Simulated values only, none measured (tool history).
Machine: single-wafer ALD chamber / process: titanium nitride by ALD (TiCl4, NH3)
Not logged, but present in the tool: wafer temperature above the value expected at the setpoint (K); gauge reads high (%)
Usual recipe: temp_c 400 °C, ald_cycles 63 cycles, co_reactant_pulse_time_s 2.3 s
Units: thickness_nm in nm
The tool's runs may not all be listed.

run	hour	temp_c	ald_cycles	co_reactant_pulse_time_s	wafers since the last listed run	hours since the last thermocouple change	hours since the showerhead was replaced	hours since the gauge calibration	read-back reference wafer on the same gauge, thickness_nm	thickness_nm
1	0	411	73	2.3	0	1288.3	1462.8	2322.3	1.13	1.567
2	95.6	411	73	2.3	210	1383.9	1558.4	2417.9	1.129	1.569
3	228.6	400	63	2.75	292	1516.9	1691.4	2550.9	1.127	1.353
4	271.7	400	63	2.75	94	1560	1734.5	2594	1.127	1.354
5	359.8	400	63	2.75	193	1648.1	1822.6	2682.1	1.128	1.355
6	398.1	400	63	2.3	84	1686.4	1860.9	2720.4	1.126	1.337
7	463.8	400	63	2.3	144	1752.1	1926.6	2786.1	1.126	1.337
8	521.1	411	63	2.3	126	1809.4	1983.9	2843.4	1.125	1.347
9	625.8	411	63	2.3	230	1914.1	2088.6	2948.1	1.125	1.347
10	701.2	400	63	2.3	165	1989.5	2164	3023.5	1.124	1.34
11	788.8	400	66	2.3	192	2077.1	2251.6	3111.1	1.123	1.401
12	886.9	407	72	2.3	215	2175.2	2349.7	3209.2	1.122	1.523
13	930.6	407	72	2.3	96	2218.9	2393.4	3252.9	1.123	1.53
14	992.9	407	72	2.3	137	2281.2	2455.7	3315.2	1.122	1.533
15	1059	400	63	1.63	145	2347.3	2521.8	3381.3	1.12	1.316
# hour 1135.1: thermocouple changed; heater temperature recalibrated
16	1144.2	400	63	1.63	169	9.1	2607	3466.5	1.12	1.314
17	1214.9	400	63	2.3	155	79.8	2677.7	3537.2	1.12	1.331
18	1255.9	400	59	2.3	90	120.8	2718.7	3578.2	1.119	1.249
19	1302.8	400	59	2.3	103	167.7	2765.6	3625.1	1.119	1.251
# hour 1328.4: showerhead replaced
# hour 1380.1: gauge calibrated
20	1381.4	400	59	2.3	155	246.3	53	1.3	1.154	1.289
21	1465.7	400	63	2.3	185	330.6	137.3	85.6	1.153	1.375
22	1521	400	57	2.3	121	385.9	192.6	140.9	1.154	1.244
23	1581	405	57	2.3	131	445.9	252.6	200.9	1.153	1.239
24	1649.9	387	59	2.79	151	514.8	321.5	269.8	1.153	1.282
25	1710.5	389	67	2	133	575.4	382.1	330.4	1.152	1.439
26	1795.3	407	72	2.3	186	660.2	466.9	415.2	1.151	1.575
27	1870.4	400	63	2.3	165	735.3	542	490.3	1.152	1.367
28	1969.6	413	68	2.84	218	834.5	641.2	589.5	1.149	1.489
29	2034.9	396	63	3.01	143	899.8	706.5	654.8	1.149	1.379
30	2095.7	388	63	2.3	133	960.6	767.3	715.6	1.148	1.354
31	2152.9	411	67	2.3	125	1017.8	824.5	772.8	1.147	1.456
32	2205	394	63	1.8	114	1069.9	876.6	824.9	1.147	1.346
33	2294.2	400	55	2.3	196	1159.1	965.8	914.1	1.147	1.196
34	2333.2	387	69	2.3	85	1198.1	1004.8	953.1	1.145	1.485
35	2420.1	400	63	2.3	191	1285	1091.7	1040	1.145	1.365
36	2478.6	386	63	2.64	128	1343.5	1150.2	1098.5	1.146	1.356
37	2578.7	400	63	2.59	220	1443.6	1250.3	1198.6	1.145	1.375
38	2656.1	407	63	1.47	170	1521	1327.7	1276	1.144	1.34
39	2706.5	411	51	2.05	110	1571.4	1378.1	1326.4	1.143	1.103
40	2781.9	404	63	2.62	165	1646.8	1453.5	1401.8	1.142	1.372
41	2834.1	410	52	2.3	114	1699	1505.7	1454	1.143	1.13

Predict each of these 3 candidate next runs independently; none follows another, all start after run 41:
A	2834.6	400	63	2.65	1	1699.5	1506.2	1454.5	?	?
B	2834.6	404	63	1.86	1	1699.5	1506.2	1454.5	?	?
C	2834.6	404	73	2.3	1	1699.5	1506.2	1454.5	?	?

run	read-back reference wafer on the same gauge, thickness_nm	thickness_nm
A	1.142	1.373
B	1.142	1.355
C	1.142	1.584
With no hidden state in the tool, these same runs would have given:
run	thickness_nm
A	1.382
B	1.363
C	1.594

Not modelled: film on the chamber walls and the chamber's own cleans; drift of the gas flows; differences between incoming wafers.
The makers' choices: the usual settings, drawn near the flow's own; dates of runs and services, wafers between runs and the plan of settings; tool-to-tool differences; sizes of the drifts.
